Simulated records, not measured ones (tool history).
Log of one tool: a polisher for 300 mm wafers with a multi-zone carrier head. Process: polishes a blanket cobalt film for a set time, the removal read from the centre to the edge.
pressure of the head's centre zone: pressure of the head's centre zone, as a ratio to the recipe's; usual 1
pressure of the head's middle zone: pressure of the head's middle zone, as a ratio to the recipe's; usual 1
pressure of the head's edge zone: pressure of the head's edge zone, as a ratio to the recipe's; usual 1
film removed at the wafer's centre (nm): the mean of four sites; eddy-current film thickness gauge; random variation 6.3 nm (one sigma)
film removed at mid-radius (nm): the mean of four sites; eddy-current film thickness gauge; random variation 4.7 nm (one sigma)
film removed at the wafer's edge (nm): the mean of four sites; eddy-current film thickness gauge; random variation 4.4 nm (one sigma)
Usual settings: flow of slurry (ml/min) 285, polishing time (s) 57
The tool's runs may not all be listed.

run,day,flow of slurry (ml/min),pressure of the head's centre zone,pressure of the head's middle zone,pressure of the head's edge zone,polishing time (s),wafers since the last listed run,wafers polished on this pad,hours since the slurry nozzle was cleaned,hours since the centre zone pressure was calibrated,hours since the edge zone pressure was calibrated,hours since the carrier head's membrane was replaced,"incoming thickness of the incoming film, nm",film removed at the wafer's centre (nm),film removed at mid-radius (nm),film removed at the wafer's edge (nm)
1,0,285,1,1,1,57,0,981,157.9,292.9,19.7,1058.1,1170.2,421.5,445.4,450
2,1.571,285,1,1,1,57,482,1464,195.6,330.6,57.4,1095.8,1198.1,429.5,428,437.5
3,2.929,215,1,1,1,57,417,1881,228.2,363.2,90,1128.4,1183,400.1,403,415.7
4,5.029,285,1,1,0.92,57,645,2526,278.6,413.6,140.4,1178.8,1182.2,404.3,402.6,391.4
# day 5.567: worn pad replaced by a new one
5,6.838,285,1,1,0.92,57,504,390,322,457,183.8,1222.2,1195.7,447.5,452.2,453.9
6,8.846,285,1,1,0.92,57,616,1007,370.2,505.2,232,1270.4,1181.8,433.3,446.8,433.9
7,11.733,285,1,1.03,1,57,887,1894,439.5,574.5,301.3,1339.7,1176.3,415.3,429.9,432.8
# day 12.946: slurry nozzle cleaned
8,13.15,285,1,1.03,1,57,422,2316,4.9,608.5,335.3,1373.7,1178.6,405.7,417.6,422.6
# day 13.683: worn pad replaced by a new one
# day 13.862: carrier head's membrane replaced by a new one
# day 14.054: centre zone pressure recalibrated
9,16.462,285,1.11,0.94,1,71,885,773,84.4,57.8,414.8,62.4,1190.3,594,516.8,567.9
# day 22.629: worn pad replaced by a new one
10,24.367,285,1,1,0.92,57,2376,533,274.1,247.5,604.5,252.1,1162.2,455.1,451.1,445.1
11,25.488,220,1,1,1,57,344,877,301,274.4,631.4,279,1180.5,420.2,435.7,448
12,27.983,285,0.96,0.91,0.9,57,766,1644,360.9,334.3,691.3,338.9,1165.5,394.6,399.9,416.4
# day 28.8: slurry nozzle cleaned
# day 30.108: worn pad replaced by a new one
# day 30.712: edge zone pressure recalibrated
13,36.312,285,0.9,1,1,41,2469,1880,180.3,534.2,134.4,538.8,1192,267.6,301.6,312
14,38.271,285,1,1,1,57,601,2482,227.3,581.2,181.4,585.8,1181.3,399,407.1,420.9
# day 39.008: worn pad replaced by a new one
15,39.788,285,0.95,0.96,1,76,414,239,263.7,617.6,217.8,622.2,1167.1,558.7,585.9,627
16,42.167,285,1,1,1,57,730,969,320.8,674.7,274.9,679.3,1176.7,444.2,432.2,455.7

Some steps in film removed at the wafer's centre (nm) between neighbouring runs. How much of each would the tool show without its hidden state too (settings, what came in, random variation), and how much is left for the hidden state, with any gauge scatter that isn't in both results?
The hidden state here: removal rate lost through wear of the pad, %; slurry flow missing at the pad, %; deviation of the centre zone's pressure from its setpoint, %; deviation of the edge zone's pressure from its setpoint, %.
Run 4 -> 5: worn pad replaced by a new one. film removed at the wafer's centre (nm) +43.2: hidden state +54.3, all else -11.1.
Run 8 -> 9: pressure of the head's centre zone 1 -> 1.11, pressure of the head's middle zone 1.03 -> 0.94, polishing time (s) 57 -> 71, worn pad replaced by a new one, carrier head's membrane replaced by a new one, centre zone pressure recalibrated. film removed at the wafer's centre (nm) +188.3: hidden state +14, all else +174.3.
